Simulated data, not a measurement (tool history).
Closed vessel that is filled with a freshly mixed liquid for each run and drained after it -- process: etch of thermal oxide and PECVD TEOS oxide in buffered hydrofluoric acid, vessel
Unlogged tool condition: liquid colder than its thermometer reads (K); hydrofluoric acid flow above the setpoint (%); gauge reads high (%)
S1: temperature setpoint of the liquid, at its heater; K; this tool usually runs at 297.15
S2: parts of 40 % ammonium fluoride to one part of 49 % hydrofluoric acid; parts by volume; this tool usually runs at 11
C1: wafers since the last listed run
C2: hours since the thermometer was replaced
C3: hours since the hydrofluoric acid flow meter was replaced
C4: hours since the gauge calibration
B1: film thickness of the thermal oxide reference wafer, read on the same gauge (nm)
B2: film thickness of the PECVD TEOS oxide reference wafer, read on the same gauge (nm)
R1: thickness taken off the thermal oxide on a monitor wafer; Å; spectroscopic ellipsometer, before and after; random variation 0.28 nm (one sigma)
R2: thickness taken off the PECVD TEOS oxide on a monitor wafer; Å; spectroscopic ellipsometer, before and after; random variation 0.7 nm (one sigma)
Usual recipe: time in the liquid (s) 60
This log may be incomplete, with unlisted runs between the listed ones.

run 1 day=0 | S1=298.65 S2=8.5 time_in_the_liquid_(s)=60 | C1=0 C2=692.4 C3=953.8 C4=140.5 | B1=110.01 B2=80.04 | R1=965.3 R2=995.3
run 2 day=1.333 | S1=298.65 S2=8.5 time_in_the_liquid_(s)=60 | C1=2758 C2=724.4 C3=985.8 C4=172.5 | B1=109.97 B2=79.96 | R1=963.5 R2=1002.3
run 3 day=2.7 | S1=298.65 S2=8.5 time_in_the_liquid_(s)=60 | C1=2827 C2=757.2 C3=1018.6 C4=205.3 | B1=110.02 B2=80.04 | R1=965.9 R2=1004
run 4 day=3.708 | S1=293.15 S2=11 time_in_the_liquid_(s)=60 | C1=2086 C2=781.4 C3=1042.8 C4=229.5 | B1=110.03 B2=79.99 | R1=562.8 R2=592
run 5 day=5.117 | S1=297.15 S2=11 time_in_the_liquid_(s)=35 | C1=2914 C2=815.2 C3=1076.6 C4=263.3 | B1=109.95 B2=79.97 | R1=412 R2=422.9
run 6 day=6.042 | S1=297.15 S2=11 time_in_the_liquid_(s)=35 | C1=1914 C2=837.4 C3=1098.8 C4=285.5 | B1=110 B2=80.04 | R1=413.3 R2=427.1
run 7 day=7.354 | S1=300.65 S2=7.5 time_in_the_liquid_(s)=60 | C1=2715 C2=868.9 C3=1130.3 C4=317 | B1=110.03 B2=79.97 | R1=1228.3 R2=1283.3
-- day=8.208 thermometer replaced
run 8 day=8.475 | S1=300.65 S2=7.5 time_in_the_liquid_(s)=60 | C1=2233 C2=6.4 C3=1157.2 C4=343.9 | B1=110.04 B2=79.95 | R1=1303.8 R2=1336.9
-- day=8.558 hydrofluoric acid flow meter replaced
run 9 day=9.4 | S1=300.65 S2=7.5 time_in_the_liquid_(s)=60 | C1=1827 C2=28.6 C3=20.2 C4=366.1 | B1=109.99 B2=79.98 | R1=1171.4 R2=1231.7
run 10 day=12 | S1=297.15 S2=11 time_in_the_liquid_(s)=75 | C1=5379 C2=91 C3=82.6 C4=428.5 | B1=110.05 B2=80.01 | R1=851.1 R2=885
run 11 day=13.133 | S1=293.15 S2=14.5 time_in_the_liquid_(s)=45 | C1=2345 C2=118.2 C3=109.8 C4=455.7 | B1=110.02 B2=80.04 | R1=312.5 R2=327.8
run 12 day=13.729 | S1=297.15 S2=11 time_in_the_liquid_(s)=60 | C1=1232 C2=132.5 C3=124.1 C4=470 | B1=110.02 B2=79.97 | R1=683.2 R2=714.8
run 13 day=14.367 | S1=297.15 S2=8 time_in_the_liquid_(s)=60 | C1=1319 C2=147.8 C3=139.4 C4=485.3 | B1=109.99 B2=80.02 | R1=911.9 R2=934.5
-- day=14.542 gauge calibrated
run 14 day=15.338 | S1=299.65 S2=6.5 time_in_the_liquid_(s)=70 | C1=2008 C2=171.1 C3=162.7 C4=19.1 | B1=110 B2=79.98 | R1=1490.1 R2=1554.3
run 15 day=15.938 | S1=294.15 S2=13 time_in_the_liquid_(s)=40 | C1=1241 C2=185.5 C3=177.1 C4=33.5 | B1=109.98 B2=80.02 | R1=328.9 R2=344.1
run 16 day=17.129 | S1=300.65 S2=11 time_in_the_liquid_(s)=80 | C1=2465 C2=214.1 C3=205.7 C4=62.1 | B1=109.98 B2=79.99 | R1=1102.8 R2=1140.2
run 17 day=17.975 | S1=293.65 S2=13 time_in_the_liquid_(s)=45 | C1=1750 C2=234.4 C3=226 C4=82.4 | B1=109.99 B2=80 | R1=360.5 R2=372.4
run 18 day=18.862 | S1=299.65 S2=7 time_in_the_liquid_(s)=60 | C1=1836 C2=255.7 C3=247.3 C4=103.7 | B1=110 B2=79.97 | R1=1204 R2=1230.3
run 19 day=20.262 | S1=297.15 S2=14.5 time_in_the_liquid_(s)=75 | C1=2896 C2=289.3 C3=280.9 C4=137.3 | B1=110.02 B2=79.98 | R1=653.2 R2=675.3
run 20 day=21.221 | S1=297.15 S2=11 time_in_the_liquid_(s)=60 | C1=1982 C2=312.3 C3=303.9 C4=160.3 | B1=110.01 B2=79.98 | R1=680.8 R2=708.2
run 21 day=24.717 | S1=294.65 S2=13.5 time_in_the_liquid_(s)=90 | C1=7233 C2=396.2 C3=387.8 C4=244.2 | B1=110.06 B2=80.03 | R1=735.8 R2=769.1

Entry by entry between the runs, the difference in hidden state between the last listed run before and the first listed run after:
In the gap between runs 7 and 8: thermometer replaced (day 8.208)
  liquid colder than its thermometer reads (K): 1.1 -> 0.062; hydrofluoric acid flow above the setpoint (%): 10.2 -> 10.5
  measured value less the no-hidden-state value, R1: +48.6 -> +121.4 Å; R2: +50.8 -> +124.5 Å
In the gap between runs 8 and 9: hydrofluoric acid flow meter replaced (day 8.558)
  liquid colder than its thermometer reads (K): 0.062 -> 0.0858; hydrofluoric acid flow above the setpoint (%): 10.5 -> 0.436
  measured value less the no-hidden-state value, R1: +121.4 -> +0 Å; R2: +124.5 -> -0.1 Å
In the gap between runs 13 and 14: gauge calibrated (day 14.542)
  liquid colder than its thermometer reads (K): 0.214 -> 0.239; hydrofluoric acid flow above the setpoint (%): 1.51 -> 1.72
  measured value less the no-hidden-state value, R1: +4.3 -> +2.8 Å; R2: +4.4 -> +3 Å
